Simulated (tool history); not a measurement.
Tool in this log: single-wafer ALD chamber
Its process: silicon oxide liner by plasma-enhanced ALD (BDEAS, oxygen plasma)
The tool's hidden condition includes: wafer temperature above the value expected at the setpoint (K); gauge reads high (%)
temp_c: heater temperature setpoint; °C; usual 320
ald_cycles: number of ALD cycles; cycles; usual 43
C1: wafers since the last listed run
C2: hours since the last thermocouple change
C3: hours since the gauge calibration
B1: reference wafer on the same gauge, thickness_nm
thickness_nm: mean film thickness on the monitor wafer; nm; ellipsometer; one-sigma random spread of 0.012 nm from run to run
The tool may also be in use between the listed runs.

Run 1, hour 0: usual settings; C1 0; C2 1624.1; C3 1871.2; B1 3.092. Result: thickness_nm 3.819 nm.
Run 2, hour 37.8: usual settings; C1 343; C2 1661.9; C3 1909; B1 3.089. Result: thickness_nm 3.827 nm.
Run 3, hour 80.7: usual settings; C1 390; C2 1704.8; C3 1951.9; B1 3.091. Result: thickness_nm 3.818 nm.
Run 4, hour 144.9: usual settings but temp_c 313 °C; C1 583; C2 1769; C3 2016.1; B1 3.087. Result: thickness_nm 3.875 nm.
Run 5, hour 181.9: usual settings but temp_c 313 °C; C1 336; C2 1806; C3 2053.1; B1 3.092. Result: thickness_nm 3.853 nm.
Run 6, hour 241.6: usual settings but ald_cycles 46 cycles; C1 542; C2 1865.7; C3 2112.8; B1 3.091. Result: thickness_nm 4.101 nm.
Run 7, hour 306.4: usual settings but ald_cycles 46 cycles; C1 589; C2 1930.5; C3 2177.6; B1 3.088. Result: thickness_nm 4.107 nm.
Run 8, hour 355.2: usual settings but ald_cycles 46 cycles; C1 443; C2 1979.3; C3 2226.4; B1 3.093. Result: thickness_nm 4.109 nm.
Run 9, hour 401.8: usual settings; C1 423; C2 2025.9; C3 2273; B1 3.094. Result: thickness_nm 3.818 nm.
Run 10, hour 469.8: usual settings; C1 618; C2 2093.9; C3 2341; B1 3.088. Result: thickness_nm 3.833 nm.
Run 11, hour 529.4: usual settings; C1 542; C2 2153.5; C3 2400.6; B1 3.091. Result: thickness_nm 3.831 nm.
Run 12, hour 601.1: usual settings; C1 652; C2 2225.2; C3 2472.3; B1 3.09. Result: thickness_nm 3.841 nm.
Run 13, hour 639.3: usual settings; C1 347; C2 2263.4; C3 2510.5; B1 3.091. Result: thickness_nm 3.831 nm.
Run 14, hour 688.5: usual settings; C1 447; C2 2312.6; C3 2559.7; B1 3.09. Result: thickness_nm 3.824 nm.
At hour 771.5: thermocouple changed; heater temperature recalibrated.
Run 15, hour 868.6: usual settings; C1 1565; C2 97.1; C3 2739.8; B1 3.088. Result: thickness_nm 3.831 nm.
Run 16, hour 932: usual settings; C1 576; C2 160.5; C3 2803.2; B1 3.09. Result: thickness_nm 3.836 nm.
Run 17, hour 1066.6: usual settings; C1 1224; C2 295.1; C3 2937.8; B1 3.094. Result: thickness_nm 3.813 nm.
Run 18, hour 1095.7: usual settings; C1 264; C2 324.2; C3 2966.9; B1 3.094. Result: thickness_nm 3.829 nm.
At hour 1119.6: gauge calibrated.
Run 19, hour 1148.4: usual settings but temp_c 330 °C, ald_cycles 38 cycles; C1 479; C2 376.9; C3 28.8; B1 3.091. Result: thickness_nm 3.32 nm.
Run 20, hour 1198: usual settings but temp_c 330 °C, ald_cycles 38 cycles; C1 451; C2 426.5; C3 78.4; B1 3.09. Result: thickness_nm 3.323 nm.
Run 21, hour 1248: usual settings but temp_c 306 °C; C1 454; C2 476.5; C3 128.4; B1 3.088. Result: thickness_nm 3.916 nm.
Run 22, hour 1291.1: usual settings but temp_c 326 °C; C1 392; C2 519.6; C3 171.5; B1 3.091. Result: thickness_nm 3.796 nm.
Run 23, hour 1330.4: usual settings but temp_c 308 °C, ald_cycles 40 cycles; C1 357; C2 558.9; C3 210.8; B1 3.089. Result: thickness_nm 3.616 nm.
Run 24, hour 1394.2: usual settings but temp_c 315 °C, ald_cycles 34 cycles; C1 580; C2 622.7; C3 274.6; B1 3.089. Result: thickness_nm 3.053 nm.
Run 25, hour 1446.5: usual settings but temp_c 329 °C, ald_cycles 40 cycles; C1 475; C2 675; C3 326.9; B1 3.091. Result: thickness_nm 3.504 nm.
Run 26, hour 1512.3: usual settings; C1 598; C2 740.8; C3 392.7; B1 3.092. Result: thickness_nm 3.812 nm.
Run 27, hour 1547.2: usual settings but temp_c 331 °C; C1 317; C2 775.7; C3 427.6; B1 3.09. Result: thickness_nm 3.775 nm.
Run 28, hour 1615.7: usual settings but ald_cycles 38 cycles; C1 623; C2 844.2; C3 496.1; B1 3.088. Result: thickness_nm 3.376 nm.
Run 29, hour 1655.7: usual settings but temp_c 305 °C, ald_cycles 48 cycles; C1 363; C2 884.2; C3 536.1; B1 3.089. Result: thickness_nm 4.387 nm.
Run 30, hour 1684.2: usual settings but ald_cycles 47 cycles; C1 259; C2 912.7; C3 564.6; B1 3.091. Result: thickness_nm 4.206 nm.
Run 31, hour 1746.5: usual settings; C1 566; C2 975; C3 626.9; B1 3.088. Result: thickness_nm 3.83 nm.
Run 32, hour 1793.3: usual settings; C1 425; C2 1021.8; C3 673.7; B1 3.089. Result: thickness_nm 3.825 nm.
Run 33, hour 2008.3: usual settings but temp_c 314 °C, ald_cycles 51 cycles; C1 1955; C2 1236.8; C3 888.7; B1 3.089. Result: thickness_nm 4.581 nm.
Run 34, hour 2058.8: usual settings but temp_c 314 °C, ald_cycles 39 cycles; C1 459; C2 1287.3; C3 939.2; B1 3.091. Result: thickness_nm 3.525 nm.
Run 35, hour 2087.8: usual settings; C1 263; C2 1316.3; C3 968.2; B1 3.091. Result: thickness_nm 3.829 nm.
Run 36, hour 2147.5: usual settings but ald_cycles 37 cycles; C1 542; C2 1376; C3 1027.9; B1 3.088. Result: thickness_nm 3.296 nm.
Run 37, hour 2181.9: usual settings but temp_c 315 °C, ald_cycles 37 cycles; C1 312; C2 1410.4; C3 1062.3; B1 3.089. Result: thickness_nm 3.325 nm.
Run 38, hour 2217.2: usual settings but temp_c 333 °C, ald_cycles 46 cycles; C1 321; C2 1445.7; C3 1097.6; B1 3.091. Result: thickness_nm 4.012 nm.
Run 39, hour 2258.6: usual settings; C1 376; C2 1487.1; C3 1139; B1 3.089. Result: thickness_nm 3.832 nm.
Run 40, hour 2330.1: usual settings but temp_c 328 °C, ald_cycles 46 cycles; C1 650; C2 1558.6; C3 1210.5; B1 3.09. Result: thickness_nm 4.032 nm.
Run 41, hour 2368: usual settings but temp_c 330 °C, ald_cycles 46 cycles; C1 344; C2 1596.5; C3 1248.4; B1 3.092. Result: thickness_nm 4.026 nm.

Describe how what the log doesn't record of the tool's condition differs between the last listed run preceding each entry between runs and the first listed run following it.
From run 14 to run 15: thermocouple changed; heater temperature recalibrated (hour 771.5)
  no hidden state differs between the two runs
From run 18 to run 19: gauge calibrated (hour 1119.6)
  no hidden state differs between the two runs
